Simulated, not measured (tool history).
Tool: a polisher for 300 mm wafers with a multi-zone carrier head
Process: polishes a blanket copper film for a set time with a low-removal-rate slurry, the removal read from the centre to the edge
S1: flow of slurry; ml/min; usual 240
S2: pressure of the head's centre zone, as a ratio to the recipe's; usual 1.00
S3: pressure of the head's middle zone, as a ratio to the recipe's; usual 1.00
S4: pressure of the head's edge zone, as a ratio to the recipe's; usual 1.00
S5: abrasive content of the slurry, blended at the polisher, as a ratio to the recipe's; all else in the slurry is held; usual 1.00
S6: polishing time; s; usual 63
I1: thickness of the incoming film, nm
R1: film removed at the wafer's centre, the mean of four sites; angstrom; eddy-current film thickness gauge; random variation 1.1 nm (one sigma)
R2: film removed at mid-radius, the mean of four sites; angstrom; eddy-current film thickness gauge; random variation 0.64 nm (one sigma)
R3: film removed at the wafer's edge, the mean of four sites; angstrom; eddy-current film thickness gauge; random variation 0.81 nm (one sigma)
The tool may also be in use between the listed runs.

Run 1, hour 0.0: usual settings but S4 0.91; I1 1086.2. Result: R1 954 angstrom, R2 988 angstrom, R3 965 angstrom.
At hour 14.1: worn pad replaced by a new one.
Run 2, hour 104.1: usual settings; I1 1089.5. Result: R1 942 angstrom, R2 996 angstrom, R3 1014 angstrom.
Run 3, hour 169.3: usual settings; I1 1084.4. Result: R1 956 angstrom, R2 979 angstrom, R3 1004 angstrom.
Run 4, hour 267.4: usual settings; I1 1077.4. Result: R1 946 angstrom, R2 986 angstrom, R3 1001 angstrom.
Run 5, hour 304.9: usual settings but S1 215 ml/min, S6 70 s; I1 1087.3. Result: R1 1000 angstrom, R2 1075 angstrom, R3 1100 angstrom.
At hour 314.1: slurry nozzle cleaned.
Run 6, hour 403.3: usual settings but S2 1.09, S6 42 s; I1 1089.5. Result: R1 715 angstrom, R2 683 angstrom, R3 682 angstrom.
At hour 415.1: centre zone pressure recalibrated.
Run 7, hour 439.9: usual settings but S3 1.04, S4 0.92; I1 1066.2. Result: R1 964 angstrom, R2 1052 angstrom, R3 1004 angstrom.
Run 8, hour 488.0: usual settings; I1 1068.7. Result: R1 974 angstrom, R2 1007 angstrom, R3 1027 angstrom.
At hour 527.1: worn pad replaced by a new one.
Run 9, hour 561.2: usual settings but S3 1.03; I1 1084.5. Result: R1 967 angstrom, R2 1027 angstrom, R3 1018 angstrom.
Run 10, hour 616.8: usual settings but S1 295 ml/min, S3 0.89, S6 46 s; I1 1088.3. Result: R1 733 angstrom, R2 683 angstrom, R3 766 angstrom.
Run 11, hour 690.7: usual settings but S2 0.92, S5 0.90; I1 1083.4. Result: R1 855 angstrom, R2 970 angstrom, R3 980 angstrom.
Run 12, hour 759.1: usual settings; I1 1061.9. Result: R1 944 angstrom, R2 977 angstrom, R3 1015 angstrom.
At hour 766.0: slurry nozzle cleaned.
Run 13, hour 848.1: usual settings but S3 0.95, S4 0.92, S5 0.90, S6 75 s; I1 1071.7. Result: R1 1161 angstrom, R2 1137 angstrom, R3 1170 angstrom.
At hour 893.7: centre zone pressure recalibrated.
Run 14, hour 924.9: usual settings but S1 320 ml/min, S2 1.07; I1 1064.0. Result: R1 1072 angstrom, R2 1047 angstrom, R3 1057 angstrom.
Run 15, hour 977.0: usual settings but S3 1.05, S5 1.15; I1 1068.9. Result: R1 998 angstrom, R2 1071 angstrom, R3 1047 angstrom.
At hour 1038.0: worn pad replaced by a new one.
Run 16, hour 1053.3: usual settings but S6 43 s; I1 1071.3. Result: R1 651 angstrom, R2 675 angstrom, R3 694 angstrom.
Run 17, hour 1156.5: usual settings; I1 1069.9. Result: R1 940 angstrom, R2 988 angstrom, R3 998 angstrom.
Run 18, hour 1210.4: usual settings but S1 185 ml/min, S2 1.07; I1 1078.8. Result: R1 924 angstrom, R2 923 angstrom, R3 968 angstrom.
At hour 1225.2: carrier head's membrane replaced by a new one.
Run 19, hour 1262.9: usual settings but S3 1.09, S5 0.70; I1 1082.3. Result: R1 898 angstrom, R2 995 angstrom, R3 955 angstrom.
At hour 1309.9: slurry nozzle cleaned.
Run 20, hour 1316.8: usual settings but S2 1.10, S6 79 s; I1 1076.6. Result: R1 1389 angstrom, R2 1293 angstrom, R3 1320 angstrom.
At hour 1349.1: centre zone pressure recalibrated.
Run 21, hour 1368.0: usual settings but S1 275 ml/min, S2 1.07, S3 0.96, S5 0.80; I1 1080.2. Result: R1 1065 angstrom, R2 982 angstrom, R3 1023 angstrom.
Run 22, hour 1404.8: usual settings but S4 1.10; I1 1098.1. Result: R1 998 angstrom, R2 1022 angstrom, R3 1084 angstrom.

3 ways to go on from here, each from the tool as it stands after run 22. What would each give?
Run A, hour 1405.3: usual settings; I1 1094.1. Result: R1 ?, R2 ?, R3 ?.
Run B, hour 1405.3: usual settings but S5 0.85, S6 72 s; I1 1094.1. Result: R1 ?, R2 ?, R3 ?.
Run C, hour 1405.3: usual settings but S5 1.30; I1 1094.1. Result: R1 ?, R2 ?, R3 ?.

run    R1    R2    R3
  A   992  1034  1039
  B  1104  1151  1156
  C  1038  1083  1088
Without the tool's hidden state the same runs would have given:
run    R1    R2    R3
  A  1016  1057  1056
  B  1131  1177  1175
  C  1063  1107  1105
